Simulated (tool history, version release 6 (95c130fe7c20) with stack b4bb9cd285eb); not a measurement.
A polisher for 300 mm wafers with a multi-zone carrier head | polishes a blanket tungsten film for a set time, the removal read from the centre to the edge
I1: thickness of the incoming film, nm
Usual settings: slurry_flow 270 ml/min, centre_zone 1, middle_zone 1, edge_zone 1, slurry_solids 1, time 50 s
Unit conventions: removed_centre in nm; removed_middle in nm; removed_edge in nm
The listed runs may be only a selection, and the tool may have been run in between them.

run 1 hour=0 | slurry_flow=270 centre_zone=1 middle_zone=1 edge_zone=1.04 slurry_solids=1 time=37 | I1=1511.6 | removed_centre=170 removed_middle=173.2 removed_edge=176.5
-- hour=8.3 centre zone pressure recalibrated
run 2 hour=69.3 | slurry_flow=270 centre_zone=0.97 middle_zone=1 edge_zone=1 slurry_solids=1 time=50 | I1=1531.3 | removed_centre=218.2 removed_middle=230.9 removed_edge=231.1
-- hour=94.4 slurry nozzle cleaned
run 3 hour=106 | slurry_flow=270 centre_zone=1 middle_zone=1 edge_zone=1 slurry_solids=1 time=50 | I1=1530.5 | removed_centre=256.1 removed_middle=249.1 removed_edge=250.9
run 4 hour=134.4 | slurry_flow=270 centre_zone=1 middle_zone=1 edge_zone=0.94 slurry_solids=1 time=59 | I1=1522.5 | removed_centre=294 removed_middle=294 removed_edge=287.6
run 5 hour=188.5 | slurry_flow=270 centre_zone=1 middle_zone=1 edge_zone=0.94 slurry_solids=1 time=59 | I1=1534 | removed_centre=296.2 removed_middle=292.4 removed_edge=276.1
run 6 hour=235.2 | slurry_flow=270 centre_zone=1 middle_zone=1 edge_zone=1 slurry_solids=1 time=50 | I1=1529.3 | removed_centre=249.8 removed_middle=247.2 removed_edge=242.6
-- hour=254.4 worn pad replaced by a new one
run 7 hour=306.6 | slurry_flow=270 centre_zone=1 middle_zone=1 edge_zone=1 slurry_solids=1 time=50 | I1=1492 | removed_centre=243 removed_middle=244.6 removed_edge=247.5
run 8 hour=344.2 | slurry_flow=270 centre_zone=1 middle_zone=1 edge_zone=1 slurry_solids=1 time=32 | I1=1501.7 | removed_centre=156.5 removed_middle=158.4 removed_edge=156.9
run 9 hour=371.3 | slurry_flow=340 centre_zone=1 middle_zone=1 edge_zone=1.1 slurry_solids=1.1 time=50 | I1=1518.1 | removed_centre=258.1 removed_middle=258.1 removed_edge=260.6
-- hour=396.5 carrier head's membrane replaced by a new one
run 10 hour=408 | slurry_flow=270 centre_zone=1 middle_zone=1 edge_zone=1 slurry_solids=0.9 time=50 | I1=1513.2 | removed_centre=235.6 removed_middle=240.2 removed_edge=241.8
-- hour=445.9 edge zone pressure recalibrated
run 11 hour=469.7 | slurry_flow=270 centre_zone=0.88 middle_zone=1.06 edge_zone=0.96 slurry_solids=1 time=59 | I1=1504 | removed_centre=254.9 removed_middle=301.2 removed_edge=277.6
run 12 hour=514.6 | slurry_flow=310 centre_zone=1 middle_zone=0.94 edge_zone=1 slurry_solids=1 time=50 | I1=1533.2 | removed_centre=245.4 removed_middle=233.3 removed_edge=246.8
run 13 hour=554.8 | slurry_flow=350 centre_zone=0.92 middle_zone=1 edge_zone=1.06 slurry_solids=0.8 time=50 | I1=1485.6 | removed_centre=216.1 removed_middle=240.3 removed_edge=238.4
run 14 hour=591.8 | slurry_flow=270 centre_zone=1 middle_zone=1 edge_zone=1 slurry_solids=1 time=32 | I1=1493.3 | removed_centre=152.4 removed_middle=151.7 removed_edge=155.3

Run 15 is up next; what results do you expect?
-- hour=608.2 worn pad replaced by a new one
run 15 hour=617.3 | slurry_flow=195 centre_zone=0.94 middle_zone=1 edge_zone=1 slurry_solids=1 time=50 | I1=1536.2 | removed_centre=? removed_middle=? removed_edge=?

removed_centre: 204 nm
removed_middle: 221.1 nm
removed_edge: 228.1 nm
With the hidden condition absent and the run-to-run variation left alone, this run would have shown removed_centre 226.4 nm, removed_middle 242.5 nm, removed_edge 243.6 nm.
